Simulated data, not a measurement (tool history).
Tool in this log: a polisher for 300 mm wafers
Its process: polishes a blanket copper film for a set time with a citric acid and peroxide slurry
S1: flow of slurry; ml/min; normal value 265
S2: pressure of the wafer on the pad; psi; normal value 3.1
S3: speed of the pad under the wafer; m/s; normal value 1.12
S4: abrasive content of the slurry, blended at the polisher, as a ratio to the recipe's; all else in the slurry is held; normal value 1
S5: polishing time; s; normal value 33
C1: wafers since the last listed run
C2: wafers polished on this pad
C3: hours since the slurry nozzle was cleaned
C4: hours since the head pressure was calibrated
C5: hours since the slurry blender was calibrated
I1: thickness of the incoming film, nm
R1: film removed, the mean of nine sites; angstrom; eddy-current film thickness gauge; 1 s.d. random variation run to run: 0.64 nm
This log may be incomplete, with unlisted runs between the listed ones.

run	hour	S1	S2	S3	S4	S5	C1	C2	C3	C4	C5	I1	R1
1	0	265	3.1	1.12	0.8	33	0	14	398.4	851	191	883.7	753
2	16.2	265	3.1	1.12	1	33	118	132	414.6	867.2	207.2	886	796
3	44.8	265	3.1	1.12	1	33	209	342	443.2	895.8	235.8	896.8	787
4	62.6	265	3.1	1.12	1	28	130	473	461	913.6	253.6	899.2	664
# hour 66.9: slurry blender recalibrated
5	83.2	265	3.1	1.12	1	28	136	609	481.6	934.2	16.3	892.4	699
6	118.7	265	3.1	1.12	1	28	260	869	517.1	969.7	51.8	888.5	694
7	134.6	265	3.1	1.12	1	33	116	986	533	985.6	67.7	896.6	821
8	170.1	265	3.1	1.12	1	33	260	1246	568.5	1021.1	103.2	894	807
# hour 229.8: worn pad replaced by a new one
# hour 248.7: slurry nozzle cleaned
9	263	265	3.1	1.12	1	33	644	236	14.3	1114	196.1	893.3	797
10	294.1	200	3.1	1.12	1	33	228	464	45.4	1145.1	227.2	881.2	755
11	314	200	3.1	1.12	1	33	145	610	65.3	1165	247.1	890.5	757
12	348.9	225	3.1	1.12	1	28	255	866	100.2	1199.9	282	885.4	648
13	364.1	320	3.9	1.12	0.9	39	111	977	115.4	1215.1	297.2	894.4	1122
14	399.7	265	3.7	1.12	1	33	261	1238	151	1250.7	332.8	886.5	905
# hour 403.2: slurry blender recalibrated
# hour 427.9: worn pad replaced by a new one
15	431.8	265	3.1	1.12	1	39	191	28	183.1	1282.8	28.6	886.9	955
# hour 451.4: head pressure recalibrated
16	452.2	200	3.1	1.44	1.15	33	134	163	203.5	0.8	49	889.1	1042
17	480.4	265	3.1	1.12	1	28	206	369	231.7	29	77.2	900	691
18	513	265	3.1	1.12	0.75	33	239	608	264.3	61.6	109.8	885.2	759
19	541.9	265	3.1	0.92	0.8	43	211	820	293.2	90.5	138.7	889.5	823
20	627.3	265	3.1	1.12	1	25	626	1446	378.6	175.9	224.1	907.5	593
21	643.7	265	3.1	1.12	1	33	120	1567	395	192.3	240.5	887.7	784
# hour 655.2: worn pad replaced by a new one
22	658.9	265	3.1	0.76	0.85	33	82	27	410.2	207.5	255.7	901.5	513
23	684	265	3.1	1.12	1	33	184	211	435.3	232.6	280.8	881.7	767
# hour 696.6: slurry blender recalibrated
24	768.4	265	3.1	1.12	1	33	604	815	519.7	317	71.8	900.4	823
25	794.6	295	2.2	1.12	1	33	192	1007	545.9	343.2	98	889.3	592
26	810.4	200	4	1.4	1.2	33	115	1123	561.7	359	113.8	878.2	1333
27	840.5	265	3.1	0.94	1	33	220	1343	591.8	389.1	143.9	883.5	686
# hour 846.6: worn pad replaced by a new one
28	865.6	265	3.1	1.12	1	27	154	138	616.9	414.2	169	888.4	666
29	897.9	265	2.4	1.12	1	33	236	375	649.2	446.5	201.3	883.6	623

Alternative continuations, all from the tool just after run 29; predict every row:
A	898.3	210	3.1	1.12	1	33	2	378	649.6	446.9	201.7	907	?
B	898.3	265	4	1.38	0.85	23	2	378	649.6	446.9	201.7	907	?
C	898.3	265	3.6	1.34	0.9	33	2	378	649.6	446.9	201.7	907	?
D	898.3	295	3.1	1.12	1	33	2	378	649.6	446.9	201.7	907	?
E	898.3	265	4	1.12	1	33	2	378	649.6	446.9	201.7	907	?

run	R1
A	780
B	850
C	1083
D	812
E	1032
Take away the tool's hidden state, keep each run's random variation, and the runs would have read:
run	R1
A	805
B	876
C	1116
D	838
E	1064

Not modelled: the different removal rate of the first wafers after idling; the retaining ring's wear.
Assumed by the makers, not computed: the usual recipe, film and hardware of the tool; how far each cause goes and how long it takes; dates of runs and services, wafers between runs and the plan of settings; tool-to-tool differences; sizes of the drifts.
